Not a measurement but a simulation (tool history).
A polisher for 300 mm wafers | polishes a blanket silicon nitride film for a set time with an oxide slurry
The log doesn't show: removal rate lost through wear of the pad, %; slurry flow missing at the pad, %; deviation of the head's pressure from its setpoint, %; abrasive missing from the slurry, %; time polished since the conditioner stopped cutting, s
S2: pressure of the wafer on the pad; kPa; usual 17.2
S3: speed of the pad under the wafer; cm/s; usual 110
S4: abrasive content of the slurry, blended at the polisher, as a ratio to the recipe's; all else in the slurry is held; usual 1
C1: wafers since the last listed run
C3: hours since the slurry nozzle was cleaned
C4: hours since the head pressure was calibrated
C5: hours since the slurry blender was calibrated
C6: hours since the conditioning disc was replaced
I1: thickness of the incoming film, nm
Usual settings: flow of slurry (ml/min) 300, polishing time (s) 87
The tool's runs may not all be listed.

{"run": 1, "hour": 0.0, "flow of slurry (ml/min)": 300, "S2": 17.2, "S3": 110, "S4": 1, "polishing time (s)": 87, "C1": 0, "wafers polished on this pad": 3637, "C3": 302.9, "C4": 774.3, "C5": 427.6, "C6": 738.1, "I1": 529.6, "film removed (angstrom)": 426}
{"hour": 79.6, "done": "conditioning disc replaced and pad reconditioned"}
{"run": 2, "hour": 82.8, "flow of slurry (ml/min)": 300, "S2": 17.2, "S3": 110, "S4": 1, "polishing time (s)": 87, "C1": 633, "wafers polished on this pad": 4270, "C3": 385.7, "C4": 857.1, "C5": 510.4, "C6": 3.2, "I1": 525.6, "film removed (angstrom)": 425}
{"run": 3, "hour": 168.6, "flow of slurry (ml/min)": 300, "S2": 17.2, "S3": 110, "S4": 1, "polishing time (s)": 87, "C1": 672, "wafers polished on this pad": 4943, "C3": 471.5, "C4": 942.9, "C5": 596.2, "C6": 89, "I1": 530.7, "film removed (angstrom)": 411}
{"hour": 204.5, "done": "worn pad replaced by a new one"}
{"run": 4, "hour": 206.8, "flow of slurry (ml/min)": 300, "S2": 17.2, "S3": 110, "S4": 1, "polishing time (s)": 95, "C1": 268, "wafers polished on this pad": 18, "C3": 509.7, "C4": 981.1, "C5": 634.4, "C6": 127.2, "I1": 527.4, "film removed (angstrom)": 497}
{"hour": 223.3, "done": "slurry blender recalibrated"}
{"run": 5, "hour": 280.0, "flow of slurry (ml/min)": 300, "S2": 17.2, "S3": 110, "S4": 1, "polishing time (s)": 95, "C1": 558, "wafers polished on this pad": 576, "C3": 582.9, "C4": 1054.3, "C5": 56.7, "C6": 200.4, "I1": 532.6, "film removed (angstrom)": 504}
{"run": 6, "hour": 323.2, "flow of slurry (ml/min)": 300, "S2": 17.2, "S3": 136, "S4": 1.1, "polishing time (s)": 87, "C1": 338, "wafers polished on this pad": 915, "C3": 626.1, "C4": 1097.5, "C5": 99.9, "C6": 243.6, "I1": 522.8, "film removed (angstrom)": 568}
{"hour": 361.2, "done": "head pressure recalibrated"}
{"hour": 395.6, "done": "slurry nozzle cleaned"}
{"run": 7, "hour": 401.9, "flow of slurry (ml/min)": 300, "S2": 17.2, "S3": 110, "S4": 1.2, "polishing time (s)": 87, "C1": 593, "wafers polished on this pad": 1508, "C3": 6.3, "C4": 40.7, "C5": 178.6, "C6": 322.3, "I1": 530.6, "film removed (angstrom)": 488}
{"run": 8, "hour": 722.6, "flow of slurry (ml/min)": 210, "S2": 17.2, "S3": 146, "S4": 0.8, "polishing time (s)": 107, "C1": 2514, "wafers polished on this pad": 4023, "C3": 327, "C4": 361.4, "C5": 499.3, "C6": 643, "I1": 528.2, "film removed (angstrom)": 571}
{"hour": 799.0, "done": "conditioning disc replaced and pad reconditioned"}
{"run": 9, "hour": 823.8, "flow of slurry (ml/min)": 300, "S2": 17.2, "S3": 110, "S4": 1, "polishing time (s)": 87, "C1": 777, "wafers polished on this pad": 4801, "C3": 428.2, "C4": 462.6, "C5": 600.5, "C6": 24.8, "I1": 530, "film removed (angstrom)": 425}
{"hour": 918.1, "done": "worn pad replaced by a new one"}
{"run": 10, "hour": 928.9, "flow of slurry (ml/min)": 300, "S2": 15.2, "S3": 84, "S4": 1, "polishing time (s)": 87, "C1": 792, "wafers polished on this pad": 84, "C3": 533.3, "C4": 567.7, "C5": 705.6, "C6": 129.9, "I1": 526.8, "film removed (angstrom)": 327}
{"run": 11, "hour": 984.6, "flow of slurry (ml/min)": 300, "S2": 12.4, "S3": 110, "S4": 1, "polishing time (s)": 87, "C1": 436, "wafers polished on this pad": 521, "C3": 589, "C4": 623.4, "C5": 761.3, "C6": 185.6, "I1": 526.1, "film removed (angstrom)": 330}
{"hour": 1014.3, "done": "slurry blender recalibrated"}
{"hour": 1045.6, "done": "slurry nozzle cleaned"}
{"run": 12, "hour": 1068.0, "flow of slurry (ml/min)": 225, "S2": 17.2, "S3": 110, "S4": 0.9, "polishing time (s)": 107, "C1": 630, "wafers polished on this pad": 1151, "C3": 22.4, "C4": 706.8, "C5": 53.7, "C6": 269, "I1": 529.5, "film removed (angstrom)": 504}
{"run": 13, "hour": 1110.7, "flow of slurry (ml/min)": 300, "S2": 17.2, "S3": 110, "S4": 1, "polishing time (s)": 87, "C1": 334, "wafers polished on this pad": 1486, "C3": 65.1, "C4": 749.5, "C5": 96.4, "C6": 311.7, "I1": 527.7, "film removed (angstrom)": 436}
{"run": 14, "hour": 1308.0, "flow of slurry (ml/min)": 395, "S2": 17.2, "S3": 110, "S4": 1, "polishing time (s)": 87, "C1": 1547, "wafers polished on this pad": 3033, "C3": 262.4, "C4": 946.8, "C5": 293.7, "C6": 509, "I1": 520.4, "film removed (angstrom)": 429}
{"run": 15, "hour": 1355.9, "flow of slurry (ml/min)": 300, "S2": 17.2, "S3": 110, "S4": 1, "polishing time (s)": 87, "C1": 375, "wafers polished on this pad": 3408, "C3": 310.3, "C4": 994.7, "C5": 341.6, "C6": 556.9, "I1": 529.2, "film removed (angstrom)": 422}
{"run": 16, "hour": 1448.8, "flow of slurry (ml/min)": 330, "S2": 15.2, "S3": 110, "S4": 0.75, "polishing time (s)": 99, "C1": 728, "wafers polished on this pad": 4137, "C3": 403.2, "C4": 1087.6, "C5": 434.5, "C6": 649.8, "I1": 535, "film removed (angstrom)": 357}
{"hour": 1513.1, "done": "conditioning disc replaced and pad reconditioned"}
{"hour": 1618.5, "done": "head pressure recalibrated"}
{"hour": 1668.4, "done": "slurry blender recalibrated"}
{"run": 17, "hour": 1725.5, "flow of slurry (ml/min)": 300, "S2": 17.2, "S3": 110, "S4": 1, "polishing time (s)": 110, "C1": 2122, "wafers polished on this pad": 6259, "C3": 679.9, "C4": 107, "C5": 57.1, "C6": 212.4, "I1": 531.2, "film removed (angstrom)": 496}
{"hour": 1756.4, "done": "worn pad replaced by a new one"}
{"run": 18, "hour": 1793.5, "flow of slurry (ml/min)": 300, "S2": 11, "S3": 110, "S4": 1, "polishing time (s)": 87, "C1": 501, "wafers polished on this pad": 291, "C3": 747.9, "C4": 175, "C5": 125.1, "C6": 280.4, "I1": 534.6, "film removed (angstrom)": 296}
{"hour": 1836.7, "done": "slurry nozzle cleaned"}
{"run": 19, "hour": 1868.1, "flow of slurry (ml/min)": 300, "S2": 11.7, "S3": 136, "S4": 1.25, "polishing time (s)": 115, "C1": 577, "wafers polished on this pad": 868, "C3": 31.4, "C4": 249.6, "C5": 199.7, "C6": 355, "I1": 539.5, "film removed (angstrom)": 525}
{"run": 20, "hour": 1924.0, "flow of slurry (ml/min)": 300, "S2": 17.2, "S3": 122, "S4": 1, "polishing time (s)": 87, "C1": 438, "wafers polished on this pad": 1306, "C3": 87.3, "C4": 305.5, "C5": 255.6, "C6": 410.9, "I1": 526.9, "film removed (angstrom)": 484}
{"run": 21, "hour": 2015.0, "flow of slurry (ml/min)": 300, "S2": 15.2, "S3": 110, "S4": 1, "polishing time (s)": 69, "C1": 713, "wafers polished on this pad": 2020, "C3": 178.3, "C4": 396.5, "C5": 346.6, "C6": 501.9, "I1": 540, "film removed (angstrom)": 310}
{"run": 22, "hour": 2070.5, "flow of slurry (ml/min)": 300, "S2": 17.2, "S3": 86, "S4": 1, "polishing time (s)": 87, "C1": 435, "wafers polished on this pad": 2455, "C3": 233.8, "C4": 452, "C5": 402.1, "C6": 557.4, "I1": 534.7, "film removed (angstrom)": 357}
{"run": 23, "hour": 2139.3, "flow of slurry (ml/min)": 260, "S2": 17.2, "S3": 110, "S4": 1, "polishing time (s)": 87, "C1": 539, "wafers polished on this pad": 2994, "C3": 302.6, "C4": 520.8, "C5": 470.9, "C6": 626.2, "I1": 523.9, "film removed (angstrom)": 431}
{"hour": 2144.1, "done": "conditioning disc replaced and pad reconditioned"}
{"run": 24, "hour": 2213.9, "flow of slurry (ml/min)": 300, "S2": 17.2, "S3": 110, "S4": 1.1, "polishing time (s)": 87, "C1": 569, "wafers polished on this pad": 3564, "C3": 377.2, "C4": 595.4, "C5": 545.5, "C6": 69.8, "I1": 522, "film removed (angstrom)": 439}
{"run": 25, "hour": 2306.9, "flow of slurry (ml/min)": 300, "S2": 17.2, "S3": 110, "S4": 1, "polishing time (s)": 87, "C1": 729, "wafers polished on this pad": 4293, "C3": 470.2, "C4": 688.4, "C5": 638.5, "C6": 162.8, "I1": 528.9, "film removed (angstrom)": 421}
{"run": 26, "hour": 2352.7, "flow of slurry (ml/min)": 300, "S2": 17.2, "S3": 94, "S4": 1, "polishing time (s)": 73, "C1": 359, "wafers polished on this pad": 4652, "C3": 516, "C4": 734.2, "C5": 684.3, "C6": 208.6, "I1": 534.6, "film removed (angstrom)": 310}

How the hidden state differs across the entries between the runs, from the last listed run before each to the first after it:
Between runs 1 and 2: conditioning disc replaced and pad reconditioned (hour 79.6)
  removal rate lost through wear of the pad, %: 8.84 -> 10
  measured less the result without the state, film removed (angstrom): -41 -> -47
Between runs 3 and 4: worn pad replaced by a new one (hour 204.5)
  removal rate lost through wear of the pad, %: 11.2 -> 0.554
  measured less the result without the state, film removed (angstrom): -52 -> -2
Between runs 4 and 5: slurry blender recalibrated (hour 223.3)
  removal rate lost through wear of the pad, %: 0.554 -> 1.59
  measured less the result without the state, film removed (angstrom): -2 -> -8
Between runs 6 and 7: head pressure recalibrated (hour 361.2); slurry nozzle cleaned (hour 395.6)
  removal rate lost through wear of the pad, %: 2.2 -> 3.31
  measured less the result without the state, film removed (angstrom): -13 -> -17
Between runs 8 and 9: conditioning disc replaced and pad reconditioned (hour 799)
  removal rate lost through wear of the pad, %: 7.83 -> 9.25
  measured less the result without the state, film removed (angstrom): -48 -> -43
Between runs 9 and 10: worn pad replaced by a new one (hour 918.1)
  removal rate lost through wear of the pad, %: 9.25 -> 2.11
  measured less the result without the state, film removed (angstrom): -43 -> -7
Between runs 11 and 12: slurry blender recalibrated (hour 1014.3); slurry nozzle cleaned (hour 1045.6)
  removal rate lost through wear of the pad, %: 2.89 -> 4.07
  measured less the result without the state, film removed (angstrom): -10 -> -22
Between runs 16 and 17: conditioning disc replaced and pad reconditioned (hour 1513.1); head pressure recalibrated (hour 1618.5); slurry blender recalibrated (hour 1668.4)
  removal rate lost through wear of the pad, %: 9.44 -> 13.3
  measured less the result without the state, film removed (angstrom): -37 -> -76
Between runs 17 and 18: worn pad replaced by a new one (hour 1756.4)
  removal rate lost through wear of the pad, %: 13.3 -> 1.13
  measured less the result without the state, film removed (angstrom): -76 -> -4
Between runs 18 and 19: slurry nozzle cleaned (hour 1836.7)
  removal rate lost through wear of the pad, %: 1.13 -> 2.18
  measured less the result without the state, film removed (angstrom): -4 -> -11
Between runs 23 and 24: conditioning disc replaced and pad reconditioned (hour 2144.1)
  removal rate lost through wear of the pad, %: 6 -> 7.06
  measured less the result without the state, film removed (angstrom): -28 -> -33

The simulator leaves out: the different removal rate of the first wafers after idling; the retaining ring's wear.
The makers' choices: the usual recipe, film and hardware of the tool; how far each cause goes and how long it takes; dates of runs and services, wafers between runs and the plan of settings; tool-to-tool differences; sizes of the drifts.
